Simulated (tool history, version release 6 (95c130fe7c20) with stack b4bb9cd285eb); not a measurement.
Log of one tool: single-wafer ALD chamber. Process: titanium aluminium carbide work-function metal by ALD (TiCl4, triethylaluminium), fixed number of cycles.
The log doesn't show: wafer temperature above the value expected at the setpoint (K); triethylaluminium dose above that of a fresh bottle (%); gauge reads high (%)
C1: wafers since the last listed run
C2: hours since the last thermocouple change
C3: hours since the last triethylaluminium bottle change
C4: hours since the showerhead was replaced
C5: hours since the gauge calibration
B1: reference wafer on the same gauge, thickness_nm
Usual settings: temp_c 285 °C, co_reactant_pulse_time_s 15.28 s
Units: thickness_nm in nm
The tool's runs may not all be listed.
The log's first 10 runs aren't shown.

run 11 hour=1008.0 | temp_c=285 co_reactant_pulse_time_s=15.28 | C1=966 C2=2957.8 C3=378.7 C4=288.7 C5=1699.9 | B1=2.051 | thickness_nm=1.946
-- hour=1051.8 gauge calibrated
-- hour=1074.5 thermocouple changed; heater temperature recalibrated
run 12 hour=1092.5 | temp_c=270 co_reactant_pulse_time_s=17.10 | C1=1078 C2=18.0 C3=463.2 C4=373.2 C5=40.7 | B1=2.087 | thickness_nm=1.871
run 13 hour=1128.8 | temp_c=291 co_reactant_pulse_time_s=20.37 | C1=511 C2=54.3 C3=499.5 C4=409.5 C5=77.0 | B1=2.089 | thickness_nm=2.029
run 14 hour=1188.8 | temp_c=285 co_reactant_pulse_time_s=15.28 | C1=846 C2=114.3 C3=559.5 C4=469.5 C5=137.0 | B1=2.085 | thickness_nm=1.981
run 15 hour=1263.5 | temp_c=285 co_reactant_pulse_time_s=19.22 | C1=1053 C2=189.0 C3=634.2 C4=544.2 C5=211.7 | B1=2.081 | thickness_nm=1.978
run 16 hour=1313.7 | temp_c=277 co_reactant_pulse_time_s=18.64 | C1=707 C2=239.2 C3=684.4 C4=594.4 C5=261.9 | B1=2.081 | thickness_nm=1.918
run 17 hour=1378.7 | temp_c=281 co_reactant_pulse_time_s=12.49 | C1=916 C2=304.2 C3=749.4 C4=659.4 C5=326.9 | B1=2.076 | thickness_nm=1.912
run 18 hour=1476.2 | temp_c=285 co_reactant_pulse_time_s=15.28 | C1=1375 C2=401.7 C3=846.9 C4=756.9 C5=424.4 | B1=2.077 | thickness_nm=1.984
run 19 hour=1566.7 | temp_c=296 co_reactant_pulse_time_s=13.37 | C1=1276 C2=492.2 C3=937.4 C4=847.4 C5=514.9 | B1=2.066 | thickness_nm=2.040
run 20 hour=1642.7 | temp_c=285 co_reactant_pulse_time_s=20.84 | C1=1071 C2=568.2 C3=1013.4 C4=923.4 C5=590.9 | B1=2.069 | thickness_nm=1.969
run 21 hour=1737.1 | temp_c=285 co_reactant_pulse_time_s=9.37 | C1=1331 C2=662.6 C3=1107.8 C4=1017.8 C5=685.3 | B1=2.066 | thickness_nm=1.858
run 22 hour=1780.6 | temp_c=278 co_reactant_pulse_time_s=10.43 | C1=613 C2=706.1 C3=1151.3 C4=1061.3 C5=728.8 | B1=2.066 | thickness_nm=1.835

The next listed run, before its measurement:
run 23 hour=2070.5 | temp_c=290 co_reactant_pulse_time_s=12.49 | C1=4088 C2=996.0 C3=1441.2 C4=1351.2 C5=1018.7 | B1=? | thickness_nm=?

Run 23 gave B1 2.058, thickness_nm 1.972 nm.
Without the tool's hidden state the same run would have given thickness_nm 1.999 nm.
